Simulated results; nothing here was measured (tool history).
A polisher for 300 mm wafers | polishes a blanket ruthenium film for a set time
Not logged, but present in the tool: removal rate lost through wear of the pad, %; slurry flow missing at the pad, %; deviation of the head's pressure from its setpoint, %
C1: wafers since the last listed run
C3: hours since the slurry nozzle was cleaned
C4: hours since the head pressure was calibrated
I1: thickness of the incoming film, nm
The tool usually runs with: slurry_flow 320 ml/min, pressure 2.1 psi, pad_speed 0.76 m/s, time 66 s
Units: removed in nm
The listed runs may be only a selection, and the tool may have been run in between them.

run 1 hour=0.0 | slurry_flow=320 pressure=2.1 pad_speed=0.76 time=52 | C1=0 wafers_polished_on_this_pad=1178 C3=226.7 C4=276.4 | I1=361.9 | removed=37.0
run 2 hour=27.7 | slurry_flow=320 pressure=2.1 pad_speed=0.76 time=52 | C1=279 wafers_polished_on_this_pad=1457 C3=254.4 C4=304.1 | I1=367.1 | removed=36.4
-- hour=81.9 slurry nozzle cleaned
run 3 hour=97.5 | slurry_flow=320 pressure=2.1 pad_speed=0.76 time=66 | C1=693 wafers_polished_on_this_pad=2150 C3=15.6 C4=373.9 | I1=366.7 | removed=48.2
run 4 hour=128.6 | slurry_flow=320 pressure=2.1 pad_speed=0.76 time=66 | C1=313 wafers_polished_on_this_pad=2463 C3=46.7 C4=405.0 | I1=353.7 | removed=48.6
-- hour=154.3 worn pad replaced by a new one
run 5 hour=166.4 | slurry_flow=320 pressure=2.1 pad_speed=0.76 time=66 | C1=340 wafers_polished_on_this_pad=121 C3=84.5 C4=442.8 | I1=361.1 | removed=47.6
run 6 hour=199.6 | slurry_flow=320 pressure=2.1 pad_speed=0.76 time=66 | C1=334 wafers_polished_on_this_pad=456 C3=117.7 C4=476.0 | I1=354.7 | removed=48.2
run 7 hour=254.9 | slurry_flow=320 pressure=2.1 pad_speed=0.76 time=66 | C1=557 wafers_polished_on_this_pad=1013 C3=173.0 C4=531.3 | I1=364.7 | removed=47.5
run 8 hour=317.3 | slurry_flow=320 pressure=2.6 pad_speed=0.76 time=66 | C1=628 wafers_polished_on_this_pad=1642 C3=235.4 C4=593.7 | I1=364.6 | removed=57.3
-- hour=362.9 slurry nozzle cleaned
run 9 hour=377.1 | slurry_flow=320 pressure=2.1 pad_speed=0.76 time=66 | C1=592 wafers_polished_on_this_pad=2234 C3=14.2 C4=653.5 | I1=360.3 | removed=48.3
run 10 hour=405.4 | slurry_flow=320 pressure=2.1 pad_speed=0.76 time=66 | C1=285 wafers_polished_on_this_pad=2519 C3=42.5 C4=681.8 | I1=361.5 | removed=48.4
-- hour=414.1 worn pad replaced by a new one
run 11 hour=537.5 | slurry_flow=320 pressure=2.1 pad_speed=0.76 time=66 | C1=1290 wafers_polished_on_this_pad=1243 C3=174.6 C4=813.9 | I1=354.7 | removed=47.9
run 12 hour=568.2 | slurry_flow=320 pressure=2.1 pad_speed=0.76 time=66 | C1=309 wafers_polished_on_this_pad=1552 C3=205.3 C4=844.6 | I1=361.8 | removed=47.4

Estimate the outcome of run 13 from the log above:
-- hour=656.2 worn pad replaced by a new one
-- hour=683.9 slurry nozzle cleaned
run 13 hour=753.6 | slurry_flow=380 pressure=2.1 pad_speed=0.76 time=66 | C1=1817 wafers_polished_on_this_pad=971 C3=69.7 C4=1030.0 | I1=364.4 | removed=?

Run 13 produced removed 48.6 nm.
With no hidden state in the tool, this same run would have given removed 48.8 nm.
